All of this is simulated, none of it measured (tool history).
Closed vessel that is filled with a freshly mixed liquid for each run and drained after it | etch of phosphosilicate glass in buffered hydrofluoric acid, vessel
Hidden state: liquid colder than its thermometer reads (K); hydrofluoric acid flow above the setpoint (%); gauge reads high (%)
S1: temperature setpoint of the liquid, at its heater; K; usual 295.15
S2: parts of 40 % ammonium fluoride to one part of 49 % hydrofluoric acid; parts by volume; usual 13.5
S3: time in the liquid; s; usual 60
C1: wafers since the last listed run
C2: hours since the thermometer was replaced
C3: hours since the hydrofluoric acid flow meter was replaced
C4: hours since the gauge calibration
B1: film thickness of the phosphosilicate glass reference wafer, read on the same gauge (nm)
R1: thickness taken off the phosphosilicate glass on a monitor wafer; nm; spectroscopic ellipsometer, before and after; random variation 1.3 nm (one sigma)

run	hour	S1	S2	S3	C1	C2	C3	C4	B1	R1
1	0.0	295.15	13.5	60	0	667.6	1081.9	96.9	50.01	208.06
2	10.1	295.15	12.0	60	697	677.7	1092.0	107.0	50.01	238.99
3	18.1	295.15	12.0	60	552	685.7	1100.0	115.0	50.02	234.29
4	30.0	295.15	12.0	60	822	697.6	1111.9	126.9	49.98	238.30
5	37.6	295.15	13.5	60	525	705.2	1119.5	134.5	49.99	212.86
6	48.2	295.15	13.5	60	732	715.8	1130.1	145.1	50.01	209.85
7	80.0	295.15	13.5	60	2196	747.6	1161.9	176.9	49.99	209.35
8	112.7	295.15	13.5	60	2259	780.3	1194.6	209.6	50.01	210.63
9	123.2	295.15	13.5	60	725	790.8	1205.1	220.1	50.01	212.32
10	131.0	295.15	10.0	70	538	798.6	1212.9	227.9	50.01	317.55
11	141.7	295.15	10.0	70	739	809.3	1223.6	238.6	49.97	314.32
12	151.8	295.15	13.5	60	697	819.4	1233.7	248.7	50.01	212.28
13	162.9	295.15	13.5	45	766	830.5	1244.8	259.8	50.03	158.79
14	178.5	295.15	13.5	45	1077	846.1	1260.4	275.4	50.00	158.47
# hour 180.0: gauge calibrated
15	188.2	295.15	13.5	45	670	855.8	1270.1	8.2	49.98	159.65
16	202.5	299.65	17.0	40	987	870.1	1284.4	22.5	50.01	144.81
17	220.1	295.15	17.0	90	1215	887.7	1302.0	40.1	50.01	251.18
18	237.6	297.15	13.5	45	1208	905.2	1319.5	57.6	50.00	177.39
# hour 245.8: thermometer replaced
19	249.8	292.65	9.0	90	773	4.0	1331.7	69.8	49.99	404.49
# hour 266.0: hydrofluoric acid flow meter replaced
20	266.5	292.65	9.5	90	1084	20.7	0.5	86.5	50.02	350.80
21	282.8	295.15	13.5	60	1126	37.0	16.8	102.8	49.98	196.32
22	296.6	299.15	13.5	60	953	50.8	30.6	116.6	50.01	240.96
23	308.1	295.15	13.5	60	794	62.3	42.1	128.1	49.99	195.92
24	324.2	290.15	13.5	30	1112	78.4	58.2	144.2	50.00	74.44
25	338.6	295.15	19.0	60	994	92.8	72.6	158.6	49.99	139.32
26	346.3	292.15	13.5	80	531	100.5	80.3	166.3	49.99	224.24
27	360.3	295.15	13.5	60	967	114.5	94.3	180.3	50.02	197.43
28	370.5	291.15	11.0	45	704	124.7	104.5	190.5	49.99	142.83
29	380.1	296.65	13.5	40	663	134.3	114.1	200.1	50.01	143.22
30	398.0	295.15	13.5	60	1236	152.2	132.0	218.0	49.99	196.83

Some steps in R1 between neighbouring runs. How much of each would the tool show without its hidden state too (settings, what came in, random variation), and how much is left for the hidden state, with any gauge scatter that isn't in both results?
Run 16 -> 17: S1 299.65 -> 295.15, S3 40 -> 90. R1 +106.37 nm: hidden state +11.48, all else +94.89.
Run 18 -> 19: S1 297.15 -> 292.65, S2 13.5 -> 9.0, S3 45 -> 90, thermometer replaced. R1 +227.10 nm: hidden state +28.99, all else +198.11.
Run 19 -> 20: S2 9.0 -> 9.5, hydrofluoric acid flow meter replaced. R1 -53.69 nm: hidden state -42.55, all else -11.14.
Run 20 -> 21: S1 292.65 -> 295.15, S2 9.5 -> 13.5, S3 90 -> 60. R1 -154.48 nm: hidden state -0.48, all else -154.00.
Run 23 -> 24: S1 295.15 -> 290.15, S3 60 -> 30. R1 -121.48 nm: hidden state -3.17, all else -118.31.

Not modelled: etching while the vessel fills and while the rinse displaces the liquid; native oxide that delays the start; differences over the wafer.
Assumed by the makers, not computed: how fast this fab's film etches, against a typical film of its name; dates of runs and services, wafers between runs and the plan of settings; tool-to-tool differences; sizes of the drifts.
